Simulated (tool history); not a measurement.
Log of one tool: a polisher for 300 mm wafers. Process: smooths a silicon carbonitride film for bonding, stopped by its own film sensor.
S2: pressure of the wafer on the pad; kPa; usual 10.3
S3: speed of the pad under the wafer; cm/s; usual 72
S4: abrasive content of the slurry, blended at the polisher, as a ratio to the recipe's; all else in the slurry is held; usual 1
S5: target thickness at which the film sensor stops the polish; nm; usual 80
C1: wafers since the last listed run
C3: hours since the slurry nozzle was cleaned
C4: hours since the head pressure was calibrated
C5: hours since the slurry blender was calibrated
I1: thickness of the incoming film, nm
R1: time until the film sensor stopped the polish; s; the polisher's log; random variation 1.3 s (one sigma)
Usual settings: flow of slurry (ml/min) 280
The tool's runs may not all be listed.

Run 1, hour 0: usual settings; C1 0; wafers polished on this pad 700; C3 128.4; C4 853.2; C5 164.5; I1 89.7. Result: R1 77.5 s.
Run 2, hour 12.4: usual settings; C1 67; wafers polished on this pad 768; C3 140.8; C4 865.6; C5 176.9; I1 89.7. Result: R1 81 s.
At hour 26.1: slurry blender recalibrated.
Run 3, hour 27.5: usual settings; C1 71; wafers polished on this pad 839; C3 155.9; C4 880.7; C5 1.4; I1 89.7. Result: R1 71.2 s.
Run 4, hour 43.7: usual settings; C1 88; wafers polished on this pad 928; C3 172.1; C4 896.9; C5 17.6; I1 89.6. Result: R1 70.8 s.
Run 5, hour 57.5: usual settings; C1 75; wafers polished on this pad 1003; C3 185.9; C4 910.7; C5 31.4; I1 89.4. Result: R1 75.8 s.
At hour 64.3: worn pad replaced by a new one.
At hour 65.2: slurry nozzle cleaned.
Run 6, hour 67.8: usual settings; C1 29; wafers polished on this pad 14; C3 2.6; C4 921; C5 41.7; I1 89.9. Result: R1 71.9 s.
Run 7, hour 81.8: usual settings; C1 76; wafers polished on this pad 90; C3 16.6; C4 935; C5 55.7; I1 88.7. Result: R1 63.3 s.
Run 8, hour 93.6: usual settings; C1 64; wafers polished on this pad 155; C3 28.4; C4 946.8; C5 67.5; I1 89.9. Result: R1 69.7 s.
Run 9, hour 101.6: usual settings but S4 1.25; C1 43; wafers polished on this pad 198; C3 36.4; C4 954.8; C5 75.5; I1 89.9. Result: R1 60.1 s.
Run 10, hour 113.5: usual settings but S4 0.95, S5 82 nm; C1 64; wafers polished on this pad 263; C3 48.3; C4 966.7; C5 87.4; I1 88.6. Result: R1 50 s.
Run 11, hour 130.7: usual settings but S4 0.95, S5 82 nm; C1 93; wafers polished on this pad 357; C3 65.5; C4 983.9; C5 104.6; I1 91. Result: R1 69.3 s.
Run 12, hour 145.7: usual settings but flow of slurry (ml/min) 245, S2 11.7 kPa, S3 52 cm/s; C1 81; wafers polished on this pad 439; C3 80.5; C4 998.9; C5 119.6; I1 89.9. Result: R1 89.4 s.
At hour 157.7: head pressure recalibrated.
Run 13, hour 158.8: usual settings but S3 88 cm/s, S5 84 nm; C1 60; wafers polished on this pad 500; C3 93.6; C4 1.1; C5 132.7; I1 90.7. Result: R1 43.7 s.
Run 14, hour 168.8: usual settings but S3 92 cm/s, S5 79 nm; C1 54; wafers polished on this pad 554; C3 103.6; C4 11.1; C5 142.7; I1 88.9. Result: R1 64.8 s.
Run 15, hour 177.2: usual settings but S3 52 cm/s; C1 45; wafers polished on this pad 600; C3 112; C4 19.5; C5 151.1; I1 89. Result: R1 89.9 s.
Run 16, hour 187: usual settings but flow of slurry (ml/min) 220, S3 90 cm/s, S4 1.2, S5 82 nm; C1 53; wafers polished on this pad 654; C3 121.8; C4 29.3; C5 160.9; I1 89.5. Result: R1 46.4 s.
Run 17, hour 201.1: usual settings but S3 48 cm/s, S5 83 nm; C1 77; wafers polished on this pad 731; C3 135.9; C4 43.4; C5 175; I1 88.6. Result: R1 59.6 s.
Run 18, hour 215.2: usual settings but S4 0.9; C1 77; wafers polished on this pad 808; C3 150; C4 57.5; C5 189.1; I1 90.3. Result: R1 93.2 s.
Run 19, hour 227: usual settings; C1 64; wafers polished on this pad 872; C3 161.8; C4 69.3; C5 200.9; I1 89. Result: R1 78.1 s.
At hour 236.5: slurry blender recalibrated.
At hour 245.3: slurry nozzle cleaned.
Run 20, hour 245.8: usual settings but S3 92 cm/s; C1 86; wafers polished on this pad 959; C3 0.5; C4 88.1; C5 9.3; I1 89.7. Result: R1 62.4 s.
Run 21, hour 257: usual settings; C1 61; wafers polished on this pad 1020; C3 11.7; C4 99.3; C5 20.5; I1 90.2. Result: R1 78.8 s.
At hour 264.6: worn pad replaced by a new one.
Run 22, hour 265.2: usual settings; C1 22; wafers polished on this pad 3; C3 19.9; C4 107.5; C5 28.7; I1 89.7. Result: R1 67 s.
Run 23, hour 272.5: usual settings but flow of slurry (ml/min) 375, S2 7.6 kPa, S3 58 cm/s, S4 1.1; C1 39; wafers polished on this pad 43; C3 27.2; C4 114.8; C5 36; I1 91.4. Result: R1 104.1 s.
Run 24, hour 280.5: usual settings but flow of slurry (ml/min) 220, S3 66 cm/s, S4 1.15, S5 82 nm; C1 43; wafers polished on this pad 86; C3 35.2; C4 122.8; C5 44; I1 89.2. Result: R1 52.4 s.
Run 25, hour 290.3: usual settings; C1 53; wafers polished on this pad 140; C3 45; C4 132.6; C5 53.8; I1 91.1. Result: R1 79.2 s.
Run 26, hour 302.3: usual settings but flow of slurry (ml/min) 345; C1 65; wafers polished on this pad 206; C3 57; C4 144.6; C5 65.8; I1 88. Result: R1 55.9 s.
Run 27, hour 309.2: usual settings but flow of slurry (ml/min) 315, S3 60 cm/s, S4 1.15; C1 37; wafers polished on this pad 243; C3 63.9; C4 151.5; C5 72.7; I1 90.9. Result: R1 79.6 s.
Run 28, hour 315.5: usual settings; C1 34; wafers polished on this pad 278; C3 70.2; C4 157.8; C5 79; I1 90.6. Result: R1 74.1 s.
Run 29, hour 327.3: usual settings but flow of slurry (ml/min) 240, S2 12.4 kPa, S3 64 cm/s, S5 76 nm; C1 64; wafers polished on this pad 342; C3 82; C4 169.6; C5 90.8; I1 89.4. Result: R1 95.6 s.
Run 30, hour 337.6: usual settings but flow of slurry (ml/min) 370; C1 56; wafers polished on this pad 398; C3 92.3; C4 179.9; C5 101.1; I1 89.3. Result: R1 67.9 s.
Run 31, hour 348.9: usual settings but S4 1.25, S5 78 nm; C1 61; wafers polished on this pad 460; C3 103.6; C4 191.2; C5 112.4; I1 90.6. Result: R1 80.4 s.

Forecast each of these 3 alternatives for the next run:
Run A, hour 349.3: usual settings; C1 2; wafers polished on this pad 462; C3 104; C4 191.6; C5 112.8; I1 88.2. Result: R1 ?.
Run B, hour 349.3: usual settings but S4 0.75; C1 2; wafers polished on this pad 462; C3 104; C4 191.6; C5 112.8; I1 88.2. Result: R1 ?.
Run C, hour 349.3: usual settings but flow of slurry (ml/min) 195, S4 0.9; C1 2; wafers polished on this pad 462; C3 104; C4 191.6; C5 112.8; I1 88.2. Result: R1 ?.

run    R1
  A  58.7
  B  76.1
  C  66.8
Without the tool's hidden state the same runs would have given:
run    R1
  A  55.2
  B  70.9
  C  62.6
